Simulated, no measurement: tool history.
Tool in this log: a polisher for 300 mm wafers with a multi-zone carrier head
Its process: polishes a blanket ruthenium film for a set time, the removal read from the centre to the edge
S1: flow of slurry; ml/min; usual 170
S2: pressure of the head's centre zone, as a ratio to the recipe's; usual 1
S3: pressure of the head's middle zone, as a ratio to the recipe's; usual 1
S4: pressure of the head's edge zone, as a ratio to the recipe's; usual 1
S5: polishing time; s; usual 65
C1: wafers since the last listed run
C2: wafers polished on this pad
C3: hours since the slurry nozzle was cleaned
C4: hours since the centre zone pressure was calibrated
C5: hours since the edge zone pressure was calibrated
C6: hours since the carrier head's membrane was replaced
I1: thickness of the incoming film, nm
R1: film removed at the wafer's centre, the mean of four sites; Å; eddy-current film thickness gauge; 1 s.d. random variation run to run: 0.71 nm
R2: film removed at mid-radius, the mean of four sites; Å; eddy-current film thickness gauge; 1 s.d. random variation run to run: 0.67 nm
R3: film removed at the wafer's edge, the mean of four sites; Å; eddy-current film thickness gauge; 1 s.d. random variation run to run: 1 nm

run    hour   S1    S2    S3    S4  S5   C1    C2     C3     C4     C5      C6     I1   R1   R2   R3
  1       0  170  1.09     1     1  59    0  1281  281.9  348.1  301.7     854  396.9  639  585  606
  2    35.7  170     1  1.07     1  65  257  1538  317.6  383.8  337.4   889.7  395.7  650  658  666
       88.4  -- centre zone pressure recalibrated
  3    89.5  135     1  1.05  1.07  48  373  1911  371.4    1.1  391.2   943.5  392.4  438  447  468
  4   159.5  125  1.04  0.93     1  49  504  2416  441.4   71.1  461.2  1013.5  382.6  456  419  468
        166  -- edge zone pressure recalibrated
      167.8  -- slurry nozzle cleaned
  5   208.4  170     1     1  1.04  49  330  2747   40.6    120   42.4  1062.4  395.6  509  489  523
  6     236  150  0.96  1.08     1  57  198  2946   68.2  147.6     70    1090  396.8  547  582  587
  7   266.5  170     1     1     1  65  219  3166   98.7  178.1  100.5  1120.5  387.5  675  656  647
      326.9  -- worn pad replaced by a new one
  8   332.4  135  0.93  0.96     1  50  446    39  164.6    244  166.4  1186.4  390.6  447  470  499
  9   400.2  170  0.92  0.92  0.89  86  488   528  232.4  311.8  234.2  1254.2  388.3  772  804  831
      440.6  -- carrier head's membrane replaced by a new one
 10   447.1  130  1.08  0.91     1  87  302   830  279.3  358.7  281.1     6.5  384.7  872  779  830
 11   514.1  170     1     1     1  65  482  1313  346.3  425.7  348.1    73.5  391.2  641  636  655
 12   556.1  195     1   0.9  0.88  65  302  1616  388.3  467.7  390.1   115.5  397.6  647  618  620
        576  -- centre zone pressure recalibrated
 13   624.4  170     1     1     1  65  477  2093  456.6   48.4  458.4   183.8  384.3  627  610  619
      627.7  -- slurry nozzle cleaned
 14   665.8  170  1.05     1     1  65  291  2385   38.1   89.8  499.8   225.2  389.6  684  665  671
 15   710.5  135   0.9  0.89     1  76  322  2707   82.8  134.5  544.5   269.9  383.3  661  693  759
      746.1  -- edge zone pressure recalibrated
 16     779  185  1.04     1  0.96  65  479  3186  151.3    203   32.9   338.4  381.4  691  662  667
      790.8  -- worn pad replaced by a new one
 17   821.8  170  0.91     1     1  65  279   223  194.1  245.8   75.7   381.2  387.1  592  642  665
 18   864.5  170     1  1.08     1  65  307   531  236.8  288.5  118.4   423.9    389  646  661  666
 19   929.1  170  1.04  1.07     1  65  465   996  301.4  353.1    183   488.5  391.1  654  650  639
      987.4  -- centre zone pressure recalibrated
 20   998.6  170  1.06     1     1  65  486  1483  370.9   11.2  252.5     558  387.2  663  626  662
 21  1033.8  115     1  1.09  0.93  49  253  1737  406.1   46.4  287.7   593.2  389.8  424  453  444
 22  1090.7  170  0.89  1.07  1.11  65  410  2147    463  103.3  344.6   650.1  386.9  557  633  693
     1114.7  -- slurry nozzle cleaned
 23  1122.7  135     1  1.05  1.07  48  223  2370      8  135.3  376.6   682.1  393.2  468  486  516

What would each run have given without the hidden state, its run-to-run variation left as it was?
Unlogged tool condition in this case: removal rate lost through wear of the pad, %; slurry flow missing at the pad, %; deviation of the centre zone's pressure from its setpoint, %; deviation of the edge zone's pressure from its setpoint, %.
run   R1   R2   R3
  1  666  607  622
  2  682  686  687
  3  469  475  488
  4  499  453  495
  5  513  493  526
  6  554  588  591
  7  685  665  654
  8  460  483  508
  9  799  828  850
 10  918  816  857
 11  676  667  678
 12  683  649  643
 13  676  652  649
 14  690  670  674
 15  672  704  767
 16  706  675  676
 17  609  659  678
 18  669  683  681
 19  685  678  658
 20  703  659  688
 21  464  489  468
 22  602  678  728
 23  471  489  518
